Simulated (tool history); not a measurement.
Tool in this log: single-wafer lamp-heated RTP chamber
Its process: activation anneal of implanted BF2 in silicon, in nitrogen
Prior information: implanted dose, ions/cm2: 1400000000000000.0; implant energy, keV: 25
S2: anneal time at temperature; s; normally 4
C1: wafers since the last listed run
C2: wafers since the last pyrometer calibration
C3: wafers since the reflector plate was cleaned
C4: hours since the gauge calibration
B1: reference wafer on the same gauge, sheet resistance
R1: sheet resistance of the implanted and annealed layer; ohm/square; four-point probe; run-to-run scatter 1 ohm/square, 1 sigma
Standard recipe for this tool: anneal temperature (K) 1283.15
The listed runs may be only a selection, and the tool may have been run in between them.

run 1 hour=0.0 | anneal_temperature_(K)=1283.15 S2=4 | C1=0 C2=3432 C3=12265 C4=32.3 | B1=156.07 | R1=176.61
-- hour=2.8 pyrometer window cleaned and pyrometer calibrated
run 2 hour=17.4 | anneal_temperature_(K)=1283.15 S2=4 | C1=228 C2=228 C3=12493 C4=49.7 | B1=156.50 | R1=190.40
run 3 hour=34.8 | anneal_temperature_(K)=1283.15 S2=4 | C1=271 C2=499 C3=12764 C4=67.1 | B1=156.23 | R1=188.12
run 4 hour=48.4 | anneal_temperature_(K)=1283.15 S2=6 | C1=211 C2=710 C3=12976 C4=80.7 | B1=156.01 | R1=183.05
run 5 hour=58.1 | anneal_temperature_(K)=1283.15 S2=6 | C1=151 C2=862 C3=13127 C4=90.4 | B1=155.71 | R1=184.23
run 6 hour=72.2 | anneal_temperature_(K)=1283.15 S2=6 | C1=219 C2=1081 C3=13347 C4=104.5 | B1=155.99 | R1=184.16
run 7 hour=87.0 | anneal_temperature_(K)=1269.15 S2=4 | C1=230 C2=1312 C3=13577 C4=119.3 | B1=156.22 | R1=202.91
-- hour=99.4 reflector plate cleaned
run 8 hour=100.9 | anneal_temperature_(K)=1269.15 S2=4 | C1=91 C2=1404 C3=23 C4=133.2 | B1=155.83 | R1=202.63
run 9 hour=110.3 | anneal_temperature_(K)=1269.15 S2=4 | C1=146 C2=1550 C3=170 C4=142.6 | B1=156.01 | R1=202.26
-- hour=114.0 gauge calibrated
run 10 hour=127.4 | anneal_temperature_(K)=1264.15 S2=4 | C1=266 C2=1817 C3=436 C4=13.4 | B1=155.84 | R1=206.32
run 11 hour=133.4 | anneal_temperature_(K)=1283.15 S2=4 | C1=93 C2=1910 C3=529 C4=19.4 | B1=155.98 | R1=186.75
run 12 hour=150.2 | anneal_temperature_(K)=1283.15 S2=4 | C1=261 C2=2172 C3=791 C4=36.2 | B1=156.45 | R1=185.23
run 13 hour=163.3 | anneal_temperature_(K)=1309.15 S2=3 | C1=204 C2=2376 C3=995 C4=49.3 | B1=155.89 | R1=164.95
run 14 hour=171.0 | anneal_temperature_(K)=1283.15 S2=4 | C1=119 C2=2496 C3=1115 C4=57.0 | B1=156.14 | R1=182.94
run 15 hour=188.2 | anneal_temperature_(K)=1258.15 S2=5 | C1=267 C2=2764 C3=1383 C4=74.2 | B1=156.03 | R1=204.24
run 16 hour=202.1 | anneal_temperature_(K)=1254.15 S2=4 | C1=216 C2=2980 C3=1600 C4=88.1 | B1=156.15 | R1=208.78
-- hour=222.4 pyrometer window cleaned and pyrometer calibrated
run 17 hour=222.9 | anneal_temperature_(K)=1283.15 S2=4 | C1=199 C2=7 C3=1799 C4=108.9 | B1=155.82 | R1=190.68

What does the tool deliver on the next run?
run 18 hour=230.9 | anneal_temperature_(K)=1254.15 S2=4 | C1=124 C2=132 C3=1924 C4=116.9 | B1=? | R1=?

{"run 18": {"B1": 156.34, "R1": 217.24}}
With no hidden state in the tool, this same run would have given R1 218.77 ohm/square.
